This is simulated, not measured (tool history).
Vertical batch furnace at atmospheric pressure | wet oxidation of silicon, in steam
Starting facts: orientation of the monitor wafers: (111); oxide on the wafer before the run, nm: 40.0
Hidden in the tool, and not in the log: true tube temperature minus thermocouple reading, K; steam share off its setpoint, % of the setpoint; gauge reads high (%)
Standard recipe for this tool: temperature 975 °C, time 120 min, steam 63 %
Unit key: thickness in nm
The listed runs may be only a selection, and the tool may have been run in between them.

| run | hour | temperature | time | steam | wafers since the last listed run | hours since the last temperature calibration | hours since the steam generator was serviced | hours since the gauge calibration | read-back reference wafer on the same gauge, thickness | thickness |
|---|---|---|---|---|---|---|---|---|---|---|
| 1 | 0 | 975 | 120 | 63 | 0 | 1536.4 | 2351.8 | 221.2 | 573.96 | 525.8 |
| 2 | 65.8 | 975 | 120 | 63 | 698 | 1602.2 | 2417.6 | 287 | 574 | 524.92 |
| 3 | 121.6 | 975 | 120 | 63 | 592 | 1658 | 2473.4 | 342.8 | 573.78 | 527.5 |
| 4 | 168.1 | 966 | 147.5 | 63 | 493 | 1704.5 | 2519.9 | 389.3 | 574.23 | 564.14 |
| 5 | 215.9 | 966 | 147.5 | 63 | 507 | 1752.3 | 2567.7 | 437.1 | 573.81 | 564.91 |
| 6 | 248.2 | 985 | 120 | 68 | 342 | 1784.6 | 2600 | 469.4 | 573.81 | 583.43 |
| 7 | 311 | 985 | 120 | 68 | 666 | 1847.4 | 2662.8 | 532.2 | 574.37 | 580.76 |
| 8 | 356.7 | 985 | 120 | 68 | 485 | 1893.1 | 2708.5 | 577.9 | 573.94 | 582.38 |
| 9 | 424.3 | 984 | 120 | 63 | 717 | 1960.7 | 2776.1 | 645.5 | 573.77 | 553.2 |
| 10 | 453.6 | 984 | 120 | 63 | 310 | 1990 | 2805.4 | 674.8 | 574.03 | 555.77 |
|  | 553.6 | thermocouples replaced and temperature profile calibrated |
| 11 | 594 | 975 | 120 | 63 | 1235 | 40.4 | 2945.8 | 815.2 | 573.79 | 526.07 |
| 12 | 741.9 | 975 | 154 | 66 | 1569 | 188.3 | 3093.7 | 963.1 | 573.78 | 626.15 |
| 13 | 769.2 | 975 | 154 | 66 | 289 | 215.6 | 3121 | 990.4 | 573.94 | 627.7 |
| 14 | 824 | 975 | 120 | 68 | 581 | 270.4 | 3175.8 | 1045.2 | 573.8 | 551.16 |
| 15 | 890.6 | 975 | 120 | 63 | 706 | 337 | 3242.4 | 1111.8 | 574.3 | 525.56 |
| 16 | 962.5 | 994 | 68.5 | 75 | 763 | 408.9 | 3314.3 | 1183.7 | 574.22 | 461.54 |

Predict the results of run 17:
|  | 989.1 | steam generator serviced |
| 17 | 1012 | 963 | 164 | 74 | 270 | 458.4 | 22.9 | 1233.2 | ? | ? |

Logged for run 17: read-back reference wafer on the same gauge, thickness 573.64, thickness 688.61 nm.
Were there no unlogged condition in the tool, this run, its random variation unchanged, would have produced thickness 692.18 nm.

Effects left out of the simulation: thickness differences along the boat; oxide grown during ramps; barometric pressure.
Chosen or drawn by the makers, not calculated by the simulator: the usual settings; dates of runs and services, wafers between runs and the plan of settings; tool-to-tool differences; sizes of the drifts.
